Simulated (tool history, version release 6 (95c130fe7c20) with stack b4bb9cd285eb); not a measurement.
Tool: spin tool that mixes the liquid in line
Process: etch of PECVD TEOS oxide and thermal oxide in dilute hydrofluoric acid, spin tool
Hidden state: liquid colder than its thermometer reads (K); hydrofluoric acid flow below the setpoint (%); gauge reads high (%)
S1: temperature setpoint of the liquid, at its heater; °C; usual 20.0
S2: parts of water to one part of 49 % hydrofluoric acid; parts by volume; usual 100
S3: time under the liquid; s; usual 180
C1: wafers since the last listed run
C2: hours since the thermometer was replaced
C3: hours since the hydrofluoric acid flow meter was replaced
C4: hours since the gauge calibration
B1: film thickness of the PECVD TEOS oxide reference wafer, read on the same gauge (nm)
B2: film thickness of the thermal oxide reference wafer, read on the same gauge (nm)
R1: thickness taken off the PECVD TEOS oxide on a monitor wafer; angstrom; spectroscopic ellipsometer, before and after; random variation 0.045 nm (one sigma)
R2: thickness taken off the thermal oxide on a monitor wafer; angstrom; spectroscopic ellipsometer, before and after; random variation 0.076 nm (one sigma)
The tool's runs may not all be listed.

{"run": 1, "hour": 0.0, "S1": 20.0, "S2": 100, "S3": 145, "C1": 0, "C2": 1631.4, "C3": 508.9, "C4": 238.4, "B1": 69.98, "B2": 150.0, "R1": 99.3, "R2": 58.0}
{"run": 2, "hour": 20.0, "S1": 20.0, "S2": 100, "S3": 145, "C1": 159, "C2": 1651.4, "C3": 528.9, "C4": 258.4, "B1": 69.99, "B2": 150.03, "R1": 98.9, "R2": 57.5}
{"run": 3, "hour": 51.1, "S1": 20.0, "S2": 100, "S3": 180, "C1": 247, "C2": 1682.5, "C3": 560.0, "C4": 289.5, "B1": 70.0, "B2": 149.99, "R1": 122.6, "R2": 70.7}
{"run": 4, "hour": 65.5, "S1": 20.0, "S2": 100, "S3": 180, "C1": 114, "C2": 1696.9, "C3": 574.4, "C4": 303.9, "B1": 69.96, "B2": 150.02, "R1": 123.3, "R2": 72.9}
{"run": 5, "hour": 101.5, "S1": 20.0, "S2": 100, "S3": 180, "C1": 286, "C2": 1732.9, "C3": 610.4, "C4": 339.9, "B1": 70.0, "B2": 150.04, "R1": 122.8, "R2": 72.3}
{"run": 6, "hour": 127.4, "S1": 20.0, "S2": 100, "S3": 180, "C1": 206, "C2": 1758.8, "C3": 636.3, "C4": 365.8, "B1": 70.03, "B2": 149.97, "R1": 121.9, "R2": 70.9}
{"run": 7, "hour": 140.8, "S1": 20.0, "S2": 100, "S3": 180, "C1": 106, "C2": 1772.2, "C3": 649.7, "C4": 379.2, "B1": 69.99, "B2": 150.0, "R1": 122.3, "R2": 72.8}
{"run": 8, "hour": 164.3, "S1": 21.5, "S2": 100, "S3": 180, "C1": 187, "C2": 1795.7, "C3": 673.2, "C4": 402.7, "B1": 70.04, "B2": 150.0, "R1": 130.9, "R2": 77.1}
{"run": 9, "hour": 185.4, "S1": 21.5, "S2": 100, "S3": 180, "C1": 168, "C2": 1816.8, "C3": 694.3, "C4": 423.8, "B1": 70.03, "B2": 150.0, "R1": 130.2, "R2": 77.5}
{"run": 10, "hour": 205.4, "S1": 21.5, "S2": 100, "S3": 180, "C1": 159, "C2": 1836.8, "C3": 714.3, "C4": 443.8, "B1": 69.99, "B2": 150.05, "R1": 129.9, "R2": 75.4}
{"run": 11, "hour": 230.6, "S1": 20.0, "S2": 60, "S3": 180, "C1": 200, "C2": 1862.0, "C3": 739.5, "C4": 469.0, "B1": 70.05, "B2": 150.0, "R1": 212.7, "R2": 124.0}
{"run": 12, "hour": 247.9, "S1": 20.0, "S2": 60, "S3": 180, "C1": 137, "C2": 1879.3, "C3": 756.8, "C4": 486.3, "B1": 70.0, "B2": 149.99, "R1": 211.9, "R2": 126.3}
{"run": 13, "hour": 272.0, "S1": 20.0, "S2": 100, "S3": 265, "C1": 191, "C2": 1903.4, "C3": 780.9, "C4": 510.4, "B1": 70.01, "B2": 149.98, "R1": 179.9, "R2": 105.7}
{"hour": 294.9, "done": "thermometer replaced"}
{"run": 14, "hour": 296.6, "S1": 20.0, "S2": 100, "S3": 180, "C1": 187, "C2": 1.7, "C3": 805.5, "C4": 535.0, "B1": 70.01, "B2": 149.99, "R1": 130.2, "R2": 76.3}
{"run": 15, "hour": 324.8, "S1": 18.0, "S2": 100, "S3": 180, "C1": 224, "C2": 29.9, "C3": 833.7, "C4": 563.2, "B1": 70.01, "B2": 150.01, "R1": 120.1, "R2": 70.4}
{"run": 16, "hour": 340.1, "S1": 20.0, "S2": 100, "S3": 275, "C1": 121, "C2": 45.2, "C3": 849.0, "C4": 578.5, "B1": 70.01, "B2": 149.99, "R1": 199.4, "R2": 115.8}
{"hour": 359.1, "done": "hydrofluoric acid flow meter replaced"}
{"run": 17, "hour": 392.6, "S1": 18.0, "S2": 125, "S3": 100, "C1": 410, "C2": 97.7, "C3": 33.5, "C4": 631.0, "B1": 70.02, "B2": 150.02, "R1": 51.8, "R2": 30.6}
{"run": 18, "hour": 422.9, "S1": 20.0, "S2": 130, "S3": 245, "C1": 241, "C2": 128.0, "C3": 63.8, "C4": 661.3, "B1": 70.04, "B2": 150.0, "R1": 131.3, "R2": 76.9}
{"run": 19, "hour": 451.3, "S1": 20.0, "S2": 100, "S3": 80, "C1": 226, "C2": 156.4, "C3": 92.2, "C4": 689.7, "B1": 69.99, "B2": 149.98, "R1": 57.4, "R2": 34.0}
{"hour": 462.9, "done": "gauge calibrated"}
{"run": 20, "hour": 479.1, "S1": 20.0, "S2": 100, "S3": 180, "C1": 221, "C2": 184.2, "C3": 120.0, "C4": 16.2, "B1": 69.99, "B2": 149.99, "R1": 130.3, "R2": 75.2}
{"run": 21, "hour": 501.3, "S1": 24.0, "S2": 135, "S3": 120, "C1": 176, "C2": 206.4, "C3": 142.2, "C4": 38.4, "B1": 70.02, "B2": 149.98, "R1": 71.8, "R2": 42.4}
{"run": 22, "hour": 533.1, "S1": 18.5, "S2": 50, "S3": 145, "C1": 253, "C2": 238.2, "C3": 174.0, "C4": 70.2, "B1": 69.96, "B2": 150.02, "R1": 206.5, "R2": 122.2}
{"run": 23, "hour": 562.9, "S1": 18.0, "S2": 125, "S3": 100, "C1": 237, "C2": 268.0, "C3": 203.8, "C4": 100.0, "B1": 69.99, "B2": 149.98, "R1": 51.5, "R2": 30.0}
{"run": 24, "hour": 579.5, "S1": 23.0, "S2": 100, "S3": 265, "C1": 132, "C2": 284.6, "C3": 220.4, "C4": 116.6, "B1": 70.0, "B2": 150.01, "R1": 213.8, "R2": 124.4}
{"run": 25, "hour": 604.7, "S1": 20.0, "S2": 150, "S3": 180, "C1": 200, "C2": 309.8, "C3": 245.6, "C4": 141.8, "B1": 70.0, "B2": 150.03, "R1": 81.3, "R2": 47.6}
{"run": 26, "hour": 630.5, "S1": 22.0, "S2": 65, "S3": 235, "C1": 205, "C2": 335.6, "C3": 271.4, "C4": 167.6, "B1": 70.04, "B2": 150.0, "R1": 292.7, "R2": 169.0}

Forecast each of these 4 alternatives for the next run:
{"run": "A", "hour": 631.0, "S1": 20.0, "S2": 100, "S3": 70, "C1": 3, "C2": 336.1, "C3": 271.9, "C4": 168.1, "B1": "?", "B2": "?", "R1": "?", "R2": "?"}
{"run": "B", "hour": 631.0, "S1": 20.0, "S2": 75, "S3": 145, "C1": 3, "C2": 336.1, "C3": 271.9, "C4": 168.1, "B1": "?", "B2": "?", "R1": "?", "R2": "?"}
{"run": "C", "hour": 631.0, "S1": 24.0, "S2": 100, "S3": 140, "C1": 3, "C2": 336.1, "C3": 271.9, "C4": 168.1, "B1": "?", "B2": "?", "R1": "?", "R2": "?"}
{"run": "D", "hour": 631.0, "S1": 20.0, "S2": 135, "S3": 180, "C1": 3, "C2": 336.1, "C3": 271.9, "C4": 168.1, "B1": "?", "B2": "?", "R1": "?", "R2": "?"}

run=A B1=69.98 B2=149.99 R1=50.3 R2=29.4
run=B B1=69.98 B2=149.99 R1=142.8 R2=83.4
run=C B1=69.98 B2=149.99 R1=118.2 R2=69.0
run=D B1=69.98 B2=149.99 R1=92.2 R2=53.9
Without the tool's hidden state the same runs would have given:
run=A R1=51.0 R2=29.8
run=B R1=144.9 R2=84.6
run=C R1=119.9 R2=70.0
run=D R1=93.5 R2=54.6
